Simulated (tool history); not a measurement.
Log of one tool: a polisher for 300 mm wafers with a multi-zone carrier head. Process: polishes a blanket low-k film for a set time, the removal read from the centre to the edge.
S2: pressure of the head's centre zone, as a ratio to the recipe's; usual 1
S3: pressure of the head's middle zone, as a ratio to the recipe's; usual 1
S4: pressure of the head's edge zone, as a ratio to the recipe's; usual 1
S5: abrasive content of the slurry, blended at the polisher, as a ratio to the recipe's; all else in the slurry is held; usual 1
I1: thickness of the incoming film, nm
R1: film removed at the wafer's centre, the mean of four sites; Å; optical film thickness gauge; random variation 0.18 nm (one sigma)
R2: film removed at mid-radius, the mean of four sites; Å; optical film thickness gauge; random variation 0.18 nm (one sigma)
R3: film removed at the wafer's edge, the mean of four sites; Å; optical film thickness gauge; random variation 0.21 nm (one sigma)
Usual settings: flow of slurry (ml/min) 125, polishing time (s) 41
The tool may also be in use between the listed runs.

{"run": 1, "hour": 0.0, "flow of slurry (ml/min)": 125, "S2": 1, "S3": 1, "S4": 1, "S5": 1, "polishing time (s)": 41, "I1": 472.9, "R1": 178, "R2": 175, "R3": 180}
{"run": 2, "hour": 28.4, "flow of slurry (ml/min)": 125, "S2": 1, "S3": 1, "S4": 1, "S5": 1, "polishing time (s)": 41, "I1": 466, "R1": 170, "R2": 175, "R3": 177}
{"run": 3, "hour": 59.5, "flow of slurry (ml/min)": 125, "S2": 1, "S3": 1, "S4": 1, "S5": 1, "polishing time (s)": 41, "I1": 465.4, "R1": 169, "R2": 168, "R3": 174}
{"hour": 73.5, "done": "worn pad replaced by a new one"}
{"hour": 101.8, "done": "edge zone pressure recalibrated"}
{"run": 4, "hour": 177.4, "flow of slurry (ml/min)": 125, "S2": 1, "S3": 1, "S4": 1, "S5": 1, "polishing time (s)": 37, "I1": 475.1, "R1": 170, "R2": 170, "R3": 173}
{"run": 5, "hour": 205.7, "flow of slurry (ml/min)": 125, "S2": 1, "S3": 1, "S4": 1, "S5": 1, "polishing time (s)": 41, "I1": 466.8, "R1": 186, "R2": 188, "R3": 190}
{"run": 6, "hour": 253.8, "flow of slurry (ml/min)": 125, "S2": 1, "S3": 1, "S4": 1, "S5": 1, "polishing time (s)": 41, "I1": 460.8, "R1": 182, "R2": 185, "R3": 184}
{"hour": 272.2, "done": "slurry nozzle cleaned"}
{"run": 7, "hour": 289.4, "flow of slurry (ml/min)": 125, "S2": 1, "S3": 1, "S4": 1, "S5": 1, "polishing time (s)": 30, "I1": 473.1, "R1": 130, "R2": 133, "R3": 133}
{"run": 8, "hour": 341.6, "flow of slurry (ml/min)": 125, "S2": 1, "S3": 1, "S4": 1, "S5": 1, "polishing time (s)": 41, "I1": 469.2, "R1": 175, "R2": 174, "R3": 181}
{"run": 9, "hour": 396.3, "flow of slurry (ml/min)": 110, "S2": 1, "S3": 1, "S4": 0.96, "S5": 1, "polishing time (s)": 41, "I1": 471.5, "R1": 168, "R2": 169, "R3": 170}
{"hour": 407.7, "done": "carrier head's membrane replaced by a new one"}
{"hour": 426.2, "done": "worn pad replaced by a new one"}
{"hour": 441.5, "done": "centre zone pressure recalibrated"}
{"run": 10, "hour": 461.5, "flow of slurry (ml/min)": 125, "S2": 0.9, "S3": 0.91, "S4": 1, "S5": 1, "polishing time (s)": 35, "I1": 466.1, "R1": 147, "R2": 150, "R3": 167}
{"run": 11, "hour": 510.8, "flow of slurry (ml/min)": 125, "S2": 1, "S3": 1, "S4": 0.9, "S5": 1, "polishing time (s)": 41, "I1": 468.6, "R1": 189, "R2": 192, "R3": 185}
{"run": 12, "hour": 572.9, "flow of slurry (ml/min)": 125, "S2": 1, "S3": 1, "S4": 0.95, "S5": 1, "polishing time (s)": 48, "I1": 467.6, "R1": 218, "R2": 225, "R3": 222}
{"run": 13, "hour": 606.1, "flow of slurry (ml/min)": 170, "S2": 1, "S3": 1, "S4": 1, "S5": 1, "polishing time (s)": 41, "I1": 469.8, "R1": 197, "R2": 195, "R3": 196}
{"hour": 619.9, "done": "slurry nozzle cleaned"}
{"run": 14, "hour": 648.2, "flow of slurry (ml/min)": 125, "S2": 1.11, "S3": 1, "S4": 1, "S5": 1, "polishing time (s)": 41, "I1": 477, "R1": 203, "R2": 180, "R3": 187}

Forecast run 15:
{"run": 15, "hour": 684.0, "flow of slurry (ml/min)": 125, "S2": 0.95, "S3": 1, "S4": 1, "S5": 1, "polishing time (s)": 41, "I1": 476.7, "R1": "?", "R2": "?", "R3": "?"}

{"run 15": {"R1": 171, "R2": 178, "R3": 181}}
Without the tool's hidden state the same run would have given R1 183 Å, R2 191 Å, R3 194 Å.
